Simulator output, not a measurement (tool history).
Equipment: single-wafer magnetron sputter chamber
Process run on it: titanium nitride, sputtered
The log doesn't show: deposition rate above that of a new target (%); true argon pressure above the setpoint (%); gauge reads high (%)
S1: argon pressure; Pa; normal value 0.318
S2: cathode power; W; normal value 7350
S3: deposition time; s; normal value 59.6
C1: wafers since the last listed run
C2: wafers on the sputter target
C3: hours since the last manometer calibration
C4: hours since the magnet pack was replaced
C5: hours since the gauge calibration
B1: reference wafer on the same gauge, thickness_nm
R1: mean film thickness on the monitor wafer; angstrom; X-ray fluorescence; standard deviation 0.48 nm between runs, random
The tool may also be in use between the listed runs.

| run | day | S1 | S2 | S3 | C1 | C2 | C3 | C4 | C5 | B1 | R1 |
|---|---|---|---|---|---|---|---|---|---|---|---|
| 1 | 0 | 0.318 | 7350 | 59.6 | 0 | 4530 | 1425.6 | 4212.8 | 490.6 | 72.14 | 834.22 |
| 2 | 2.204 | 0.318 | 7350 | 59.6 | 1237 | 5768 | 1478.5 | 4265.7 | 543.5 | 72.242 | 823.66 |
| 3 | 4.283 | 0.391 | 7350 | 59.6 | 1167 | 6935 | 1528.4 | 4315.6 | 593.4 | 72.211 | 791.06 |
|  | 5.642 | sputter target and shields replaced |
| 4 | 6.512 | 0.391 | 7350 | 59.6 | 1064 | 487 | 1581.9 | 4369.1 | 646.9 | 72.202 | 846.21 |
| 5 | 7.562 | 0.391 | 7350 | 59.6 | 589 | 1077 | 1607.1 | 4394.3 | 672.1 | 72.153 | 829.15 |
| 6 | 10.042 | 0.318 | 7350 | 59.6 | 1391 | 2468 | 1666.6 | 4453.8 | 731.6 | 72.242 | 836.16 |
| 7 | 12.229 | 0.318 | 7350 | 59.6 | 1227 | 3696 | 1719.1 | 4506.3 | 784.1 | 72.099 | 833.05 |
| 8 | 15.054 | 0.318 | 7350 | 59.6 | 1585 | 5282 | 1786.9 | 4574.1 | 851.9 | 72.217 | 825.43 |
|  | 16.762 | magnet pack replaced |
|  | 17.292 | sputter target and shields replaced |
| 9 | 17.329 | 0.191 | 9150 | 50.4 | 902 | 21 | 1841.5 | 13.6 | 906.5 | 72.045 | 930.9 |
| 10 | 18.408 | 0.318 | 7350 | 59.6 | 605 | 626 | 1867.4 | 39.5 | 932.4 | 72.213 | 854.69 |
| 11 | 19.892 | 0.229 | 8950 | 56.5 | 832 | 1459 | 1903 | 75.1 | 968 | 72.179 | 978.8 |
|  | 20.708 | gauge calibrated |
| 12 | 22.221 | 0.402 | 7350 | 67.1 | 1307 | 2767 | 1958.9 | 131 | 36.3 | 72.097 | 907.86 |
|  | 23.471 | capacitance manometer re-zeroed and calibrated |
| 13 | 24.904 | 0.272 | 6450 | 52.8 | 1319 | 4086 | 34.4 | 195.4 | 100.7 | 72.273 | 680.66 |
| 14 | 26.217 | 0.318 | 8400 | 59.6 | 736 | 4822 | 65.9 | 226.9 | 132.2 | 72.196 | 912.78 |
|  | 29.217 | sputter target and shields replaced |
| 15 | 29.238 | 0.417 | 8550 | 64.5 | 1508 | 11 | 138.4 | 299.4 | 204.7 | 72.242 | 1009.65 |
| 16 | 31.896 | 0.318 | 7850 | 48.5 | 1492 | 1503 | 202.2 | 363.2 | 268.5 | 72.195 | 714.6 |

Alternative continuations, all from the tool just after run 16; predict every row:
| A | 31.912 | 0.318 | 7350 | 59.6 | 9 | 1512 | 202.6 | 363.6 | 268.9 | ? | ? |
| B | 31.912 | 0.395 | 8750 | 64.9 | 9 | 1512 | 202.6 | 363.6 | 268.9 | ? | ? |
| C | 31.912 | 0.275 | 7350 | 59.6 | 9 | 1512 | 202.6 | 363.6 | 268.9 | ? | ? |

| run | B1 | R1 |
|---|---|---|
| A | 72.304 | 842.74 |
| B | 72.304 | 1020.32 |
| C | 72.304 | 858.86 |
Without the tool's hidden state the same runs would have given:
| run | R1 |
|---|---|
| A | 876.48 |
| B | 1061.18 |
| C | 893.25 |
